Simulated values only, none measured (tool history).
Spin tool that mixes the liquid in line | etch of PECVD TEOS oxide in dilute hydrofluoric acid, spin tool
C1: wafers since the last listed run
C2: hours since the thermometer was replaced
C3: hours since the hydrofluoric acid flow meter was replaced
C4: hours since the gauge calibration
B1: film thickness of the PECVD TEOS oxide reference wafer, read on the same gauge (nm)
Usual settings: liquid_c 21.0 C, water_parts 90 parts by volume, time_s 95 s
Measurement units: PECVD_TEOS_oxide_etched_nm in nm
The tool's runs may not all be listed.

run 1 hour=0.0 | liquid_c=21.0 water_parts=90 time_s=95 | C1=0 C2=2505.6 C3=128.7 C4=871.3 | B1=89.97 | PECVD_TEOS_oxide_etched_nm=17.14
run 2 hour=39.0 | liquid_c=21.0 water_parts=90 time_s=110 | C1=393 C2=2544.6 C3=167.7 C4=910.3 | B1=89.96 | PECVD_TEOS_oxide_etched_nm=19.70
run 3 hour=66.1 | liquid_c=21.0 water_parts=90 time_s=110 | C1=273 C2=2571.7 C3=194.8 C4=937.4 | B1=89.93 | PECVD_TEOS_oxide_etched_nm=19.71
run 4 hour=95.1 | liquid_c=21.0 water_parts=90 time_s=110 | C1=292 C2=2600.7 C3=223.8 C4=966.4 | B1=90.00 | PECVD_TEOS_oxide_etched_nm=19.62
run 5 hour=121.5 | liquid_c=21.0 water_parts=90 time_s=95 | C1=266 C2=2627.1 C3=250.2 C4=992.8 | B1=89.96 | PECVD_TEOS_oxide_etched_nm=17.27
run 6 hour=163.7 | liquid_c=21.0 water_parts=90 time_s=95 | C1=425 C2=2669.3 C3=292.4 C4=1035.0 | B1=90.01 | PECVD_TEOS_oxide_etched_nm=17.21
run 7 hour=195.7 | liquid_c=21.0 water_parts=90 time_s=95 | C1=322 C2=2701.3 C3=324.4 C4=1067.0 | B1=90.03 | PECVD_TEOS_oxide_etched_nm=17.20
run 8 hour=241.7 | liquid_c=21.0 water_parts=90 time_s=95 | C1=464 C2=2747.3 C3=370.4 C4=1113.0 | B1=90.01 | PECVD_TEOS_oxide_etched_nm=17.48
-- hour=280.6 thermometer replaced
run 9 hour=298.5 | liquid_c=21.0 water_parts=90 time_s=95 | C1=562 C2=17.9 C3=427.2 C4=1169.8 | B1=89.99 | PECVD_TEOS_oxide_etched_nm=15.61
run 10 hour=360.8 | liquid_c=21.0 water_parts=90 time_s=95 | C1=628 C2=80.2 C3=489.5 C4=1232.1 | B1=90.02 | PECVD_TEOS_oxide_etched_nm=15.45
run 11 hour=385.2 | liquid_c=21.0 water_parts=90 time_s=95 | C1=246 C2=104.6 C3=513.9 C4=1256.5 | B1=90.01 | PECVD_TEOS_oxide_etched_nm=15.67
-- hour=425.5 hydrofluoric acid flow meter replaced
run 12 hour=436.3 | liquid_c=21.0 water_parts=90 time_s=95 | C1=505 C2=155.7 C3=10.8 C4=1307.6 | B1=89.97 | PECVD_TEOS_oxide_etched_nm=15.58
run 13 hour=484.9 | liquid_c=21.0 water_parts=115 time_s=95 | C1=490 C2=204.3 C3=59.4 C4=1356.2 | B1=90.01 | PECVD_TEOS_oxide_etched_nm=11.93
run 14 hour=547.8 | liquid_c=21.0 water_parts=90 time_s=95 | C1=634 C2=267.2 C3=122.3 C4=1419.1 | B1=89.99 | PECVD_TEOS_oxide_etched_nm=15.72
run 15 hour=590.1 | liquid_c=21.0 water_parts=90 time_s=95 | C1=426 C2=309.5 C3=164.6 C4=1461.4 | B1=89.97 | PECVD_TEOS_oxide_etched_nm=15.90
run 16 hour=644.3 | liquid_c=21.0 water_parts=90 time_s=95 | C1=546 C2=363.7 C3=218.8 C4=1515.6 | B1=90.00 | PECVD_TEOS_oxide_etched_nm=15.67
run 17 hour=679.8 | liquid_c=21.0 water_parts=90 time_s=95 | C1=358 C2=399.2 C3=254.3 C4=1551.1 | B1=90.00 | PECVD_TEOS_oxide_etched_nm=15.98
run 18 hour=710.2 | liquid_c=21.0 water_parts=110 time_s=95 | C1=306 C2=429.6 C3=284.7 C4=1581.5 | B1=90.06 | PECVD_TEOS_oxide_etched_nm=12.75
run 19 hour=749.0 | liquid_c=25.0 water_parts=90 time_s=45 | C1=391 C2=468.4 C3=323.5 C4=1620.3 | B1=89.99 | PECVD_TEOS_oxide_etched_nm=8.81
run 20 hour=803.8 | liquid_c=19.0 water_parts=55 time_s=95 | C1=552 C2=523.2 C3=378.3 C4=1675.1 | B1=90.01 | PECVD_TEOS_oxide_etched_nm=24.87
-- hour=820.1 gauge calibrated
run 21 hour=843.7 | liquid_c=21.0 water_parts=105 time_s=95 | C1=402 C2=563.1 C3=418.2 C4=23.6 | B1=90.05 | PECVD_TEOS_oxide_etched_nm=13.30
run 22 hour=870.5 | liquid_c=26.0 water_parts=125 time_s=70 | C1=270 C2=589.9 C3=445.0 C4=50.4 | B1=89.96 | PECVD_TEOS_oxide_etched_nm=9.81
run 23 hour=930.3 | liquid_c=21.0 water_parts=75 time_s=95 | C1=603 C2=649.7 C3=504.8 C4=110.2 | B1=90.00 | PECVD_TEOS_oxide_etched_nm=19.51
run 24 hour=993.6 | liquid_c=17.0 water_parts=130 time_s=40 | C1=638 C2=713.0 C3=568.1 C4=173.5 | B1=90.01 | PECVD_TEOS_oxide_etched_nm=3.81
-- hour=1033.5 hydrofluoric acid flow meter replaced
run 25 hour=1144.6 | liquid_c=18.0 water_parts=90 time_s=125 | C1=1513 C2=864.0 C3=111.1 C4=324.5 | B1=89.97 | PECVD_TEOS_oxide_etched_nm=18.75
run 26 hour=1189.1 | liquid_c=21.0 water_parts=90 time_s=95 | C1=448 C2=908.5 C3=155.6 C4=369.0 | B1=89.96 | PECVD_TEOS_oxide_etched_nm=16.07
run 27 hour=1242.3 | liquid_c=25.5 water_parts=135 time_s=55 | C1=536 C2=961.7 C3=208.8 C4=422.2 | B1=90.02 | PECVD_TEOS_oxide_etched_nm=7.02
run 28 hour=1284.7 | liquid_c=17.0 water_parts=90 time_s=95 | C1=427 C2=1004.1 C3=251.2 C4=464.6 | B1=89.94 | PECVD_TEOS_oxide_etched_nm=13.74
run 29 hour=1355.2 | liquid_c=24.0 water_parts=90 time_s=135 | C1=711 C2=1074.6 C3=321.7 C4=535.1 | B1=90.02 | PECVD_TEOS_oxide_etched_nm=25.99
run 30 hour=1396.4 | liquid_c=19.5 water_parts=65 time_s=40 | C1=415 C2=1115.8 C3=362.9 C4=576.3 | B1=89.99 | PECVD_TEOS_oxide_etched_nm=9.20
run 31 hour=1460.6 | liquid_c=21.0 water_parts=130 time_s=95 | C1=647 C2=1180.0 C3=427.1 C4=640.5 | B1=90.03 | PECVD_TEOS_oxide_etched_nm=10.77
run 32 hour=1484.7 | liquid_c=23.5 water_parts=60 time_s=65 | C1=243 C2=1204.1 C3=451.2 C4=664.6 | B1=90.01 | PECVD_TEOS_oxide_etched_nm=19.40

Here are 5 independent what-if runs from the current tool condition. What would each one return?
run A hour=1485.1 | liquid_c=21.0 water_parts=90 time_s=95 | C1=4 C2=1204.5 C3=451.6 C4=665.0 | B1=? | PECVD_TEOS_oxide_etched_nm=?
run B hour=1485.1 | liquid_c=21.0 water_parts=135 time_s=130 | C1=4 C2=1204.5 C3=451.6 C4=665.0 | B1=? | PECVD_TEOS_oxide_etched_nm=?
run C hour=1485.1 | liquid_c=22.5 water_parts=135 time_s=120 | C1=4 C2=1204.5 C3=451.6 C4=665.0 | B1=? | PECVD_TEOS_oxide_etched_nm=?
run D hour=1485.1 | liquid_c=21.0 water_parts=90 time_s=45 | C1=4 C2=1204.5 C3=451.6 C4=665.0 | B1=? | PECVD_TEOS_oxide_etched_nm=?
run E hour=1485.1 | liquid_c=17.5 water_parts=60 time_s=140 | C1=4 C2=1204.5 C3=451.6 C4=665.0 | B1=? | PECVD_TEOS_oxide_etched_nm=?

run=A B1=90.01 PECVD_TEOS_oxide_etched_nm=16.24
run=B B1=90.01 PECVD_TEOS_oxide_etched_nm=14.06
run=C B1=90.01 PECVD_TEOS_oxide_etched_nm=13.76
run=D B1=90.01 PECVD_TEOS_oxide_etched_nm=7.69
run=E B1=90.01 PECVD_TEOS_oxide_etched_nm=32.15
With the hidden condition removed and each run's random variation left untouched, the same runs would have given:
run=A PECVD_TEOS_oxide_etched_nm=15.32
run=B PECVD_TEOS_oxide_etched_nm=13.29
run=C PECVD_TEOS_oxide_etched_nm=13.02
run=D PECVD_TEOS_oxide_etched_nm=7.26
run=E PECVD_TEOS_oxide_etched_nm=30.26
